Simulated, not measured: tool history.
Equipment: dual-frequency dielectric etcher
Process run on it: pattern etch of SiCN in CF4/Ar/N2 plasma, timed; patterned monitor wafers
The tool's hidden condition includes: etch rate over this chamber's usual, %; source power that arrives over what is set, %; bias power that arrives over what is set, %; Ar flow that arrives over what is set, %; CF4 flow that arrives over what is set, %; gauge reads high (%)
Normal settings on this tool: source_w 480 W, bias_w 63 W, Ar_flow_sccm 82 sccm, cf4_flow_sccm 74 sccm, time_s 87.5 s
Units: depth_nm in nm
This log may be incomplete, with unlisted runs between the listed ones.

run	hour	source_w	bias_w	Ar_flow_sccm	cf4_flow_sccm	time_s	wafers since the last listed run	hours since the last wet clean	hours since the last source power generator calibration	hours since the last bias power generator calibration	hours since the last Ar flow controller change	hours since the last CF4 flow controller change	hours since the last upper electrode change	hours since the gauge calibration	read-back reference wafer on the same gauge, depth_nm	depth_nm
1	0	480	63	82	74	87.5	0	505.4	2203.8	3574.8	4701.5	4745.4	3518.9	345.2	71.6	89.1
# hour 78.5: wet clean of the chamber
# hour 169.3: upper electrode replaced
2	227.7	480	63	82	74	87.5	1337	149.2	2431.5	3802.5	4929.2	4973.1	58.4	572.9	71.6	86.7
3	273.4	480	63	82	74	87.5	340	194.9	2477.2	3848.2	4974.9	5018.8	104.1	618.6	71.6	86.5
4	350.6	480	69	82	74	87.5	574	272.1	2554.4	3925.4	5052.1	5096	181.3	695.8	71.7	91.1
5	407.9	480	69	82	74	87.5	426	329.4	2611.7	3982.7	5109.4	5153.3	238.6	753.1	71.7	91.1
# hour 421: source power generator calibrated
# hour 457.7: Ar flow controller replaced
6	515.1	480	69	82	74	87.5	723	436.6	94.1	4089.9	57.4	5260.5	345.8	860.3	71.6	92.8
# hour 585.4: wet clean of the chamber
7	585.9	520	63	75	62	101	348	0.5	164.9	4160.7	128.2	5331.3	416.6	931.1	71.6	105.1
# hour 595.9: bias power generator calibrated
8	666.4	480	74	82	74	87.5	569	81	245.4	70.5	208.7	5411.8	497.1	1011.6	71.6	92.4
9	731.3	420	63	82	88	113	483	145.9	310.3	135.4	273.6	5476.7	562	1076.5	71.6	102.8
# hour 745.3: gauge calibrated
10	812.3	380	49	82	74	68	602	226.9	391.3	216.4	354.6	5557.7	643	67	71.6	50
11	897.8	480	47	73	74	94.5	636	312.4	476.8	301.9	440.1	5643.2	728.5	152.5	71.5	84
# hour 935.4: CF4 flow controller replaced
12	973.8	480	63	82	58	87.5	520	388.4	552.8	377.9	516.1	38.4	804.5	228.5	71.6	86.3
13	1030.4	480	63	82	64	102.5	421	445	609.4	434.5	572.7	95	861.1	285.1	71.7	103.1
# hour 1064.1: wet clean of the chamber
14	1113.3	480	63	82	74	87.5	438	49.2	692.3	517.4	655.6	177.9	944	368	71.7	85.1
15	1181.2	400	63	99	74	106.5	505	117.1	760.2	585.3	723.5	245.8	1011.9	435.9	71.5	87.7
16	1234.2	440	63	82	74	87.5	394	170.1	813.2	638.3	776.5	298.8	1064.9	488.9	71.6	81.1
17	1287.3	480	69	82	74	87.5	395	223.2	866.3	691.4	829.6	351.9	1118	542	71.6	90.6
18	1393.4	550	69	93	82	87.5	789	329.3	972.4	797.5	935.7	458	1224.1	648.1	71.6	101.2
19	1490	480	63	82	74	87.5	718	425.9	1069	894.1	1032.3	554.6	1320.7	744.7	71.6	89
# hour 1555.3: wet clean of the chamber
20	1580.4	390	63	82	74	100	494	25.1	1159.4	984.5	1122.7	645	1411.1	835.1	71.6	84.1
21	1621.3	480	50	82	74	87.5	304	66	1200.3	1025.4	1163.6	685.9	1452	876	71.6	76.9

What the log doesn't show, run by run:
source power that arrives over what is set, %: 0, the same for each run
bias power that arrives over what is set, %: 0, the same for each run
Ar flow that arrives over what is set, %: 0, the same for each run
CF4 flow that arrives over what is set, %: 0, the same for each run
gauge reads high (%): 0, the same for each run
H1: etch rate over this chamber's usual, %
run	H1
1	5.45
2	1.19
3	1.65
4	2.44
5	3.02
6	4.11
7	-0.246
8	0.574
9	1.24
10	2.06
11	2.93
12	3.71
13	4.28
14	0.249
15	0.941
16	1.48
17	2.02
18	3.1
19	4.09
20	1.23
21	1.64

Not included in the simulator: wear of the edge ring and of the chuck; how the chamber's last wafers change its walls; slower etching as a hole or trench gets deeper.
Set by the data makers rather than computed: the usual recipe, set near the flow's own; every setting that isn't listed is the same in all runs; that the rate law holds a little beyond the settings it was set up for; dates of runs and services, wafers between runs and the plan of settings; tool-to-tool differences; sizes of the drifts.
